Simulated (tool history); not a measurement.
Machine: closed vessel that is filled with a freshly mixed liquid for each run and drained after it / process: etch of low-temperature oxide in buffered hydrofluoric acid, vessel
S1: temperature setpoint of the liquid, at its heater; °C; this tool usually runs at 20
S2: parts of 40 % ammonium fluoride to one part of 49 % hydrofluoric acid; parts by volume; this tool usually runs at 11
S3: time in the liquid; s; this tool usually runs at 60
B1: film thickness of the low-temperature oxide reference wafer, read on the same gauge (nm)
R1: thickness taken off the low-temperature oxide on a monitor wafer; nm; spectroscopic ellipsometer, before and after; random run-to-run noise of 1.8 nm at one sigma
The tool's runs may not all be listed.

run 1 day=0 | S1=17.5 S2=11 S3=85 | B1=140.01 | R1=280.49
run 2 day=2.167 | S1=20 S2=13 S3=60 | B1=139.98 | R1=192.62
run 3 day=4.233 | S1=20 S2=9.5 S3=60 | B1=139.99 | R1=257.27
run 4 day=6.525 | S1=20 S2=9.5 S3=60 | B1=139.97 | R1=259.43
run 5 day=10.833 | S1=17 S2=11 S3=60 | B1=140.01 | R1=199.29
run 6 day=15.133 | S1=17 S2=11 S3=60 | B1=140.01 | R1=197.85
run 7 day=18.479 | S1=17 S2=11 S3=60 | B1=140.02 | R1=204.64
run 8 day=21.129 | S1=20 S2=11 S3=60 | B1=139.98 | R1=241.14
-- day=21.583 hydrofluoric acid flow meter replaced
run 9 day=24.45 | S1=20 S2=11 S3=60 | B1=140 | R1=219
run 10 day=28.908 | S1=23 S2=12.5 S3=60 | B1=139.97 | R1=234.25
run 11 day=30.958 | S1=20 S2=11 S3=60 | B1=140 | R1=227.34
-- day=33.092 thermometer replaced
run 12 day=33.392 | S1=20 S2=11 S3=60 | B1=140 | R1=211.86
run 13 day=37.138 | S1=20 S2=11 S3=75 | B1=139.99 | R1=267.44
run 14 day=39.796 | S1=23 S2=13.5 S3=30 | B1=139.99 | R1=103.65
run 15 day=43.15 | S1=20 S2=11 S3=60 | B1=139.96 | R1=220.29
run 16 day=45.346 | S1=20 S2=11 S3=60 | B1=139.99 | R1=226.93
run 17 day=48.079 | S1=22.5 S2=8.5 S3=60 | B1=139.99 | R1=325.67
run 18 day=52.242 | S1=20 S2=11 S3=60 | B1=139.97 | R1=227.93
-- day=53.033 gauge calibrated
run 19 day=55.521 | S1=18 S2=11 S3=35 | B1=139.99 | R1=118.65
-- day=58.017 hydrofluoric acid flow meter replaced
run 20 day=58.612 | S1=17 S2=11 S3=35 | B1=140.02 | R1=102.84
run 21 day=61.208 | S1=17 S2=13 S3=40 | B1=140.02 | R1=99.59
run 22 day=63.121 | S1=18 S2=13 S3=60 | B1=139.99 | R1=161.86
run 23 day=64.871 | S1=20 S2=14.5 S3=60 | B1=139.97 | R1=159.88
run 24 day=68.758 | S1=23.5 S2=15 S3=85 | B1=139.98 | R1=277.49
run 25 day=72.404 | S1=18 S2=13.5 S3=35 | B1=140.04 | R1=92.74
run 26 day=74.1 | S1=23 S2=14 S3=60 | B1=140 | R1=206.02
run 27 day=76.788 | S1=20 S2=11 S3=60 | B1=140.03 | R1=223.15
run 28 day=87.075 | S1=17.5 S2=14 S3=40 | B1=139.99 | R1=105.28
run 29 day=90.675 | S1=20 S2=8 S3=50 | B1=140.01 | R1=267.72
run 30 day=92.575 | S1=24 S2=8.5 S3=90 | B1=140 | R1=553.09
-- day=92.808 hydrofluoric acid flow meter replaced
run 31 day=96.338 | S1=18 S2=15 S3=75 | B1=139.99 | R1=177.58
run 32 day=100.433 | S1=18 S2=7.5 S3=60 | B1=140.02 | R1=279.24
run 33 day=102.129 | S1=22 S2=7 S3=40 | B1=140 | R1=248.88

Alternative continuations, all from the tool just after run 33; predict every row:
run A day=102.158 | S1=20 S2=11 S3=60 | B1=? | R1=?
run B day=102.158 | S1=20 S2=7 S3=30 | B1=? | R1=?
run C day=102.158 | S1=21.5 S2=11 S3=60 | B1=? | R1=?

run=A B1=140.02 R1=219.57
run=B B1=140.02 R1=168.45
run=C B1=140.02 R1=238.58
Without the tool's hidden state the same runs would have given:
run=A R1=201.72
run=B R1=155.27
run=C R1=219.31

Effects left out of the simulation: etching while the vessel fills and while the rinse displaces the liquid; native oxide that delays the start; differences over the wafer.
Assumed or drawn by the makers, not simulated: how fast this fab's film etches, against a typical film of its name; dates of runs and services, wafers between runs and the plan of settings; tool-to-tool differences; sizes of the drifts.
